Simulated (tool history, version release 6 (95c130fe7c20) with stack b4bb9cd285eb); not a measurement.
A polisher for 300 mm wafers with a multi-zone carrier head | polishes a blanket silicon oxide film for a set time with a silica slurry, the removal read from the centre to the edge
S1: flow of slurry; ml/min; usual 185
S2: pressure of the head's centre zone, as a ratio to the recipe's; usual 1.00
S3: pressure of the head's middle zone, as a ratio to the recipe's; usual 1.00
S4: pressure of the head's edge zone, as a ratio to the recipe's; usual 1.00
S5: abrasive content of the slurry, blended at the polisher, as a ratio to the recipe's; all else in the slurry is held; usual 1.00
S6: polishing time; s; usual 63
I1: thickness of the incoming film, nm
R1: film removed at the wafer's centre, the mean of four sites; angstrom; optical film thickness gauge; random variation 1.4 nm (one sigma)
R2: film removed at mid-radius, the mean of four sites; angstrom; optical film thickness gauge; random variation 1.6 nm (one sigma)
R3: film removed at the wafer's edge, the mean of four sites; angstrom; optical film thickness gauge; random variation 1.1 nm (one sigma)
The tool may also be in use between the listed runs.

| run | day | S1 | S2 | S3 | S4 | S5 | S6 | I1 | R1 | R2 | R3 |
|---|---|---|---|---|---|---|---|---|---|---|---|
| 1 | 0.000 | 185 | 0.95 | 1.00 | 1.05 | 1.25 | 63 | 1096.5 | 1271 | 1346 | 1383 |
| 2 | 2.271 | 185 | 1.00 | 1.00 | 1.00 | 0.90 | 50 | 1068.0 | 935 | 954 | 930 |
| 3 | 4.804 | 135 | 0.90 | 1.03 | 1.00 | 1.10 | 63 | 1070.3 | 1055 | 1242 | 1251 |
|  | 6.321 | carrier head's membrane replaced by a new one |
|  | 7.217 | edge zone pressure recalibrated |
| 4 | 7.583 | 185 | 1.00 | 0.92 | 1.00 | 1.00 | 63 | 1070.5 | 1200 | 1176 | 1237 |
| 5 | 9.854 | 185 | 1.00 | 1.10 | 1.00 | 1.25 | 57 | 1066.3 | 1232 | 1340 | 1227 |
|  | 10.808 | worn pad replaced by a new one |
| 6 | 12.754 | 185 | 1.00 | 1.00 | 1.07 | 1.00 | 70 | 1082.4 | 1356 | 1401 | 1418 |
| 7 | 14.042 | 185 | 1.00 | 1.00 | 1.00 | 1.00 | 63 | 1059.4 | 1211 | 1217 | 1227 |
|  | 14.604 | slurry nozzle cleaned |
| 8 | 16.996 | 135 | 1.00 | 1.00 | 0.94 | 1.00 | 63 | 1078.4 | 1113 | 1183 | 1164 |
| 9 | 18.058 | 185 | 1.00 | 1.00 | 1.00 | 1.00 | 63 | 1084.8 | 1225 | 1249 | 1232 |
| 10 | 19.408 | 185 | 1.00 | 1.00 | 0.89 | 0.80 | 77 | 1084.2 | 1345 | 1384 | 1296 |
| 11 | 21.512 | 185 | 0.89 | 1.06 | 1.03 | 1.00 | 72 | 1095.1 | 1212 | 1505 | 1428 |
| 12 | 24.354 | 185 | 1.00 | 1.00 | 1.00 | 1.00 | 74 | 1074.9 | 1451 | 1483 | 1454 |
| 13 | 27.029 | 185 | 1.00 | 1.00 | 1.00 | 1.00 | 74 | 1096.6 | 1417 | 1481 | 1461 |
|  | 27.508 | worn pad replaced by a new one |
| 14 | 29.662 | 185 | 1.00 | 1.00 | 1.11 | 1.10 | 80 | 1076.6 | 1584 | 1639 | 1725 |
| 15 | 32.058 | 185 | 1.00 | 1.00 | 0.90 | 1.00 | 63 | 1087.7 | 1232 | 1221 | 1185 |
| 16 | 34.688 | 185 | 1.00 | 1.00 | 0.95 | 1.10 | 63 | 1076.2 | 1273 | 1322 | 1263 |
| 17 | 35.738 | 205 | 0.90 | 1.00 | 1.00 | 0.85 | 63 | 1070.1 | 1037 | 1165 | 1151 |
| 18 | 36.938 | 215 | 0.97 | 1.00 | 1.00 | 0.75 | 76 | 1073.5 | 1285 | 1322 | 1329 |
|  | 37.296 | slurry nozzle cleaned |
| 19 | 39.900 | 185 | 1.00 | 1.00 | 1.00 | 1.00 | 63 | 1068.8 | 1235 | 1280 | 1231 |
| 20 | 42.192 | 185 | 1.10 | 1.00 | 1.00 | 0.85 | 63 | 1069.9 | 1250 | 1161 | 1124 |
| 21 | 44.175 | 185 | 1.00 | 1.00 | 1.00 | 1.00 | 63 | 1090.8 | 1226 | 1266 | 1246 |
|  | 48.862 | centre zone pressure recalibrated |
|  | 49.375 | worn pad replaced by a new one |
| 22 | 53.058 | 185 | 1.11 | 1.00 | 1.07 | 1.15 | 47 | 1082.3 | 1076 | 986 | 1008 |

Forecast each of these 3 alternatives for the next run:
| A | 53.075 | 185 | 1.00 | 1.00 | 1.00 | 1.00 | 63 | 1075.8 | ? | ? | ? |
| B | 53.075 | 185 | 0.89 | 1.06 | 1.00 | 1.20 | 57 | 1075.8 | ? | ? | ? |
| C | 53.075 | 185 | 1.00 | 1.00 | 0.96 | 1.00 | 78 | 1075.8 | ? | ? | ? |

| run | R1 | R2 | R3 |
|---|---|---|---|
| A | 1231 | 1247 | 1235 |
| B | 1074 | 1275 | 1207 |
| C | 1524 | 1544 | 1501 |
Without the tool's hidden state the same runs would have given:
| run | R1 | R2 | R3 |
|---|---|---|---|
| A | 1231 | 1247 | 1235 |
| B | 1074 | 1275 | 1207 |
| C | 1524 | 1544 | 1501 |
